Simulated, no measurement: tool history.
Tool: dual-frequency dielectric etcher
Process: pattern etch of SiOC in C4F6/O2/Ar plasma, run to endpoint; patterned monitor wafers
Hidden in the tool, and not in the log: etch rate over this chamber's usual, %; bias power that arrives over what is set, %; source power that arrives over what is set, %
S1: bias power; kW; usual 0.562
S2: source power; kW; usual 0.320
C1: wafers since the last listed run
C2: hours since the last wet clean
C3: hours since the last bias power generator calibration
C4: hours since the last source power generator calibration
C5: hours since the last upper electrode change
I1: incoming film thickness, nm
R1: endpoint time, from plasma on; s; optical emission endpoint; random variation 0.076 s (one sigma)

run,hour,S1,S2,C1,C2,C3,C4,C5,I1,R1
1,0.0,0.562,0.340,0,246.5,4058.9,2567.3,2051.9,25.23,8.9
2,31.4,0.562,0.320,612,277.9,4090.3,2598.7,2083.3,25.58,9.4
3,63.7,0.562,0.320,630,310.2,4122.6,2631.0,2115.6,25.33,9.3
4,77.3,0.562,0.320,265,323.8,4136.2,2644.6,2129.2,25.47,9.2
5,104.9,0.562,0.320,538,351.4,4163.8,2672.2,2156.8,25.41,9.1
# hour 114.4: bias power generator calibrated
6,134.1,0.562,0.320,491,380.6,19.7,2701.4,2186.0,25.48,9.3
7,165.7,0.562,0.260,616,412.2,51.3,2733.0,2217.6,25.86,10.0
8,180.2,0.624,0.320,283,426.7,65.8,2747.5,2232.1,25.49,8.6
9,215.7,0.624,0.320,692,462.2,101.3,2783.0,2267.6,25.40,8.7
10,233.5,0.562,0.320,347,480.0,119.1,2800.8,2285.4,25.21,9.0
11,251.7,0.562,0.320,355,498.2,137.3,2819.0,2303.6,25.57,9.2
# hour 282.7: source power generator calibrated
12,283.2,0.562,0.320,536,529.7,168.8,0.5,2335.1,25.39,9.1
13,309.1,0.440,0.380,505,555.6,194.7,26.4,2361.0,25.72,9.5
# hour 348.6: wet clean of the chamber
14,349.1,0.690,0.400,312,0.5,234.7,66.4,2401.0,25.18,7.9
15,366.4,0.615,0.320,337,17.8,252.0,83.7,2418.3,25.45,9.3
16,393.6,0.609,0.320,530,45.0,279.2,110.9,2445.5,25.71,9.2
17,411.3,0.661,0.290,345,62.7,296.9,128.6,2463.2,25.47,9.1
18,423.4,0.627,0.370,236,74.8,309.0,140.7,2475.3,25.82,8.8
19,457.8,0.562,0.390,671,109.2,343.4,175.1,2509.7,25.73,8.9
# hour 504.6: upper electrode replaced
20,505.1,0.562,0.320,454,156.5,390.7,222.4,0.5,25.56,9.5
21,513.7,0.562,0.320,167,165.1,399.3,231.0,9.1,25.37,9.3
22,530.4,0.491,0.360,325,181.8,416.0,247.7,25.8,25.60,9.5
23,557.4,0.495,0.350,526,208.8,443.0,274.7,52.8,25.56,9.6
24,592.8,0.562,0.320,690,244.2,478.4,310.1,88.2,25.61,9.3
25,621.6,0.613,0.280,562,273.0,507.2,338.9,117.0,25.57,9.5
26,650.1,0.516,0.370,556,301.5,535.7,367.4,145.5,25.37,9.0
27,726.2,0.428,0.240,1485,377.6,611.8,443.5,221.6,25.39,11.3
28,738.2,0.443,0.280,234,389.6,623.8,455.5,233.6,25.25,10.6
29,751.5,0.562,0.320,259,402.9,637.1,468.8,246.9,25.63,9.1
30,782.6,0.562,0.320,607,434.0,668.2,499.9,278.0,25.25,9.1
31,812.9,0.614,0.350,591,464.3,698.5,530.2,308.3,25.29,8.6
# hour 856.8: wet clean of the chamber
32,857.3,0.623,0.360,398,0.5,742.9,574.6,352.7,25.51,8.8
33,857.7,0.600,0.380,7,0.9,743.3,575.0,353.1,25.28,8.7
34,886.6,0.700,0.280,564,29.8,772.2,603.9,382.0,25.67,9.1
35,904.4,0.694,0.290,347,47.6,790.0,621.7,399.8,25.38,9.0
36,935.9,0.509,0.370,614,79.1,821.5,653.2,431.3,25.50,9.2

3 ways to go on from here, each from the tool as it stands after run 36. What would each give?
A,936.3,0.562,0.250,7,79.5,821.9,653.6,431.7,25.24,?
B,936.3,0.425,0.280,7,79.5,821.9,653.6,431.7,25.24,?
C,936.3,0.447,0.380,7,79.5,821.9,653.6,431.7,25.24,?

run,R1
A,10.2
B,10.9
C,9.6
Without the tool's hidden state the same runs would have given:
run,R1
A,10.3
B,11.0
C,9.7

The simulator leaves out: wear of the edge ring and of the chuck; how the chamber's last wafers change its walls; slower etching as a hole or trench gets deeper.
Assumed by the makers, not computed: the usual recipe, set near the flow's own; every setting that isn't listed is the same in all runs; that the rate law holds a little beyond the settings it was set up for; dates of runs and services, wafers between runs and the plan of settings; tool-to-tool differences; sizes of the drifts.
